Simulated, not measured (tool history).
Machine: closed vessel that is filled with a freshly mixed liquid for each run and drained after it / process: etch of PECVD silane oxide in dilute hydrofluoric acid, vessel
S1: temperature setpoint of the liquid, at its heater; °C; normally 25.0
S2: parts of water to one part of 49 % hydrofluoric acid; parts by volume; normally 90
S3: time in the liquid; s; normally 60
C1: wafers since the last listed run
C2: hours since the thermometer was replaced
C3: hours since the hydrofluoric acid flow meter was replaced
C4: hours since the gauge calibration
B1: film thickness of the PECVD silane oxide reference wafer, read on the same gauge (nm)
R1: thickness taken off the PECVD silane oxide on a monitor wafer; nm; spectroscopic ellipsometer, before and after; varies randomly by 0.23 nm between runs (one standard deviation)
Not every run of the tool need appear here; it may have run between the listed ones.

| run | day | S1 | S2 | S3 | C1 | C2 | C3 | C4 | B1 | R1 |
|---|---|---|---|---|---|---|---|---|---|---|
| 1 | 0.000 | 25.0 | 90 | 60 | 0 | 2634.2 | 482.4 | 463.2 | 30.75 | 32.61 |
| 2 | 0.875 | 25.0 | 90 | 60 | 1514 | 2655.2 | 503.4 | 484.2 | 30.77 | 32.69 |
| 3 | 3.312 | 27.5 | 90 | 50 | 4218 | 2713.7 | 561.9 | 542.7 | 30.83 | 30.28 |
| 4 | 4.317 | 27.5 | 90 | 50 | 1737 | 2737.8 | 586.0 | 566.8 | 30.88 | 30.10 |
| 5 | 4.854 | 27.5 | 90 | 50 | 930 | 2750.7 | 598.9 | 579.7 | 30.86 | 30.20 |
| 6 | 6.083 | 22.5 | 90 | 60 | 2127 | 2780.2 | 628.4 | 609.2 | 30.89 | 29.69 |
| 7 | 7.417 | 22.5 | 90 | 60 | 2307 | 2812.2 | 660.4 | 641.2 | 30.90 | 29.64 |
| 8 | 8.679 | 21.5 | 90 | 60 | 2184 | 2842.5 | 690.7 | 671.5 | 30.89 | 28.47 |
| 9 | 10.050 | 21.5 | 90 | 60 | 2372 | 2875.4 | 723.6 | 704.4 | 30.92 | 28.82 |
| 10 | 11.225 | 21.5 | 90 | 60 | 2033 | 2903.6 | 751.8 | 732.6 | 30.92 | 28.97 |
| 11 | 12.696 | 25.0 | 80 | 60 | 2545 | 2938.9 | 787.1 | 767.9 | 30.98 | 37.35 |
| 12 | 13.312 | 21.5 | 90 | 75 | 1067 | 2953.7 | 801.9 | 782.7 | 30.97 | 36.00 |
| 13 | 14.796 | 21.5 | 90 | 75 | 2567 | 2989.3 | 837.5 | 818.3 | 30.98 | 35.54 |
| 14 | 15.350 | 21.5 | 90 | 75 | 959 | 3002.6 | 850.8 | 831.6 | 30.98 | 36.24 |
|  | 16.521 | thermometer replaced |
| 15 | 16.692 | 21.5 | 90 | 75 | 2249 | 4.1 | 883.0 | 863.8 | 31.00 | 35.96 |
| 16 | 17.562 | 25.0 | 90 | 70 | 1507 | 25.0 | 903.9 | 884.7 | 31.00 | 38.90 |
|  | 17.946 | hydrofluoric acid flow meter replaced |
| 17 | 18.067 | 22.5 | 75 | 80 | 800 | 37.1 | 2.9 | 896.8 | 31.02 | 48.54 |
| 18 | 19.367 | 28.0 | 110 | 60 | 2249 | 68.3 | 34.1 | 928.0 | 30.98 | 29.32 |
| 19 | 20.038 | 25.0 | 90 | 60 | 1160 | 84.4 | 50.2 | 944.1 | 31.00 | 32.84 |
| 20 | 21.071 | 25.0 | 115 | 60 | 1788 | 109.2 | 75.0 | 968.9 | 31.01 | 24.70 |
| 21 | 22.454 | 25.0 | 125 | 60 | 2393 | 142.4 | 108.2 | 1002.1 | 31.05 | 22.81 |
|  | 22.588 | gauge calibrated |
| 22 | 22.962 | 21.0 | 110 | 60 | 879 | 154.6 | 120.4 | 9.0 | 29.79 | 21.45 |
| 23 | 24.438 | 25.0 | 90 | 75 | 2552 | 190.0 | 155.8 | 44.4 | 29.89 | 39.96 |
| 24 | 24.962 | 25.0 | 90 | 60 | 908 | 202.6 | 168.4 | 57.0 | 29.97 | 31.62 |
| 25 | 25.896 | 22.5 | 75 | 40 | 1615 | 225.0 | 190.8 | 79.4 | 30.01 | 23.94 |
| 26 | 27.371 | 25.0 | 125 | 35 | 2552 | 260.4 | 226.2 | 114.8 | 30.11 | 12.97 |
| 27 | 27.946 | 30.0 | 130 | 60 | 995 | 274.2 | 240.0 | 128.6 | 30.15 | 25.48 |
| 28 | 28.833 | 23.0 | 90 | 45 | 1535 | 295.5 | 261.3 | 149.9 | 30.18 | 22.35 |
| 29 | 30.100 | 20.5 | 120 | 35 | 2192 | 325.9 | 291.7 | 180.3 | 30.25 | 11.36 |
| 30 | 31.250 | 25.0 | 90 | 60 | 1990 | 353.5 | 319.3 | 207.9 | 30.30 | 32.11 |
| 31 | 32.458 | 25.0 | 120 | 35 | 2091 | 382.5 | 348.3 | 236.9 | 30.37 | 13.76 |
| 32 | 33.400 | 25.0 | 55 | 60 | 1629 | 405.1 | 370.9 | 259.5 | 30.39 | 54.92 |
| 33 | 34.179 | 22.0 | 105 | 80 | 1348 | 423.8 | 389.6 | 278.2 | 30.43 | 32.42 |

Subtracting, for every run, the result it would have given without the tool's unlogged condition from the measured result gives the following. The same run-to-run variation enters both numbers; the gauge's scatter may not:
The tool's hidden condition here consists of: liquid hotter than its thermometer reads (K); hydrofluoric acid flow below the setpoint (%); gauge reads high (%).
| run | R1 |
|---|---|
| 1 | +0.81 |
| 2 | +0.83 |
| 3 | +0.81 |
| 4 | +0.83 |
| 5 | +0.84 |
| 6 | +0.84 |
| 7 | +0.86 |
| 8 | +0.84 |
| 9 | +0.87 |
| 10 | +0.88 |
| 11 | +1.15 |
| 12 | +1.12 |
| 13 | +1.12 |
| 14 | +1.15 |
| 15 | +1.15 |
| 16 | +1.25 |
| 17 | +1.57 |
| 18 | +0.95 |
| 19 | +1.08 |
| 20 | +0.81 |
| 21 | +0.76 |
| 22 | -0.16 |
| 23 | -0.14 |
| 24 | -0.06 |
| 25 | +0.00 |
| 26 | +0.04 |
| 27 | +0.12 |
| 28 | +0.13 |
| 29 | +0.10 |
| 30 | +0.33 |
| 31 | +0.16 |
| 32 | +0.72 |
| 33 | +0.46 |

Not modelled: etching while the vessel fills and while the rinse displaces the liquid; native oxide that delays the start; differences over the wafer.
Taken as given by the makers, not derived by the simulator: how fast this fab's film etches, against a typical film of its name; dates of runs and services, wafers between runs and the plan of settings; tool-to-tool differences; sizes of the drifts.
